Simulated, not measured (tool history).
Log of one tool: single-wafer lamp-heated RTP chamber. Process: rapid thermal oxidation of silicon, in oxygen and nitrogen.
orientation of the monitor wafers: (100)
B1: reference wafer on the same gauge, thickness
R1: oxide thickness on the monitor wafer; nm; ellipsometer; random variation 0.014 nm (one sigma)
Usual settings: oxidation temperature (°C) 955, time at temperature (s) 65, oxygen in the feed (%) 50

{"run": 1, "hour": 0.0, "oxidation temperature (°C)": 942, "time at temperature (s)": 65, "oxygen in the feed (%)": 60, "B1": 3.901, "R1": 3.543}
{"run": 2, "hour": 72.0, "oxidation temperature (°C)": 955, "time at temperature (s)": 65, "oxygen in the feed (%)": 50, "B1": 3.899, "R1": 3.675}
{"run": 3, "hour": 117.5, "oxidation temperature (°C)": 940, "time at temperature (s)": 65, "oxygen in the feed (%)": 50, "B1": 3.902, "R1": 3.337}
{"run": 4, "hour": 171.4, "oxidation temperature (°C)": 940, "time at temperature (s)": 65, "oxygen in the feed (%)": 50, "B1": 3.902, "R1": 3.334}
{"run": 5, "hour": 199.5, "oxidation temperature (°C)": 940, "time at temperature (s)": 65, "oxygen in the feed (%)": 50, "B1": 3.9, "R1": 3.357}
{"run": 6, "hour": 246.4, "oxidation temperature (°C)": 955, "time at temperature (s)": 65, "oxygen in the feed (%)": 43, "B1": 3.902, "R1": 3.506}
{"run": 7, "hour": 274.4, "oxidation temperature (°C)": 955, "time at temperature (s)": 65, "oxygen in the feed (%)": 43, "B1": 3.895, "R1": 3.498}
{"run": 8, "hour": 313.7, "oxidation temperature (°C)": 955, "time at temperature (s)": 65, "oxygen in the feed (%)": 43, "B1": 3.898, "R1": 3.491}
{"run": 9, "hour": 361.3, "oxidation temperature (°C)": 955, "time at temperature (s)": 65, "oxygen in the feed (%)": 50, "B1": 3.893, "R1": 3.659}
{"run": 10, "hour": 431.4, "oxidation temperature (°C)": 955, "time at temperature (s)": 65, "oxygen in the feed (%)": 50, "B1": 3.901, "R1": 3.656}
{"run": 11, "hour": 457.4, "oxidation temperature (°C)": 970, "time at temperature (s)": 65, "oxygen in the feed (%)": 50, "B1": 3.898, "R1": 4.009}
{"hour": 466.6, "done": "pyrometer window cleaned and pyrometer calibrated"}
{"run": 12, "hour": 495.3, "oxidation temperature (°C)": 970, "time at temperature (s)": 65, "oxygen in the feed (%)": 50, "B1": 3.897, "R1": 4.029}
{"run": 13, "hour": 559.0, "oxidation temperature (°C)": 970, "time at temperature (s)": 65, "oxygen in the feed (%)": 50, "B1": 3.898, "R1": 3.999}
{"run": 14, "hour": 589.4, "oxidation temperature (°C)": 955, "time at temperature (s)": 65, "oxygen in the feed (%)": 50, "B1": 3.902, "R1": 3.642}
{"run": 15, "hour": 643.3, "oxidation temperature (°C)": 955, "time at temperature (s)": 65, "oxygen in the feed (%)": 50, "B1": 3.907, "R1": 3.664}
{"hour": 690.6, "done": "gauge calibrated"}
{"run": 16, "hour": 693.4, "oxidation temperature (°C)": 955, "time at temperature (s)": 65, "oxygen in the feed (%)": 50, "B1": 3.901, "R1": 3.64}
{"run": 17, "hour": 725.5, "oxidation temperature (°C)": 955, "time at temperature (s)": 39, "oxygen in the feed (%)": 50, "B1": 3.899, "R1": 3.09}
{"run": 18, "hour": 786.7, "oxidation temperature (°C)": 926, "time at temperature (s)": 47, "oxygen in the feed (%)": 33, "B1": 3.899, "R1": 2.651}
{"run": 19, "hour": 830.1, "oxidation temperature (°C)": 940, "time at temperature (s)": 65, "oxygen in the feed (%)": 50, "B1": 3.901, "R1": 3.342}
{"hour": 885.3, "done": "pyrometer window cleaned and pyrometer calibrated"}
{"run": 20, "hour": 891.7, "oxidation temperature (°C)": 955, "time at temperature (s)": 65, "oxygen in the feed (%)": 62, "B1": 3.896, "R1": 3.853}

Run 21 comes next. What will it give?
{"hour": 1040.6, "done": "oxygen flow controller replaced"}
{"run": 21, "hour": 1099.5, "oxidation temperature (°C)": 966, "time at temperature (s)": 55, "oxygen in the feed (%)": 50, "B1": "?", "R1": "?"}

{"run 21": {"B1": 3.9, "R1": 3.695}}
Without the tool's hidden state the same run would have given R1 3.695 nm.
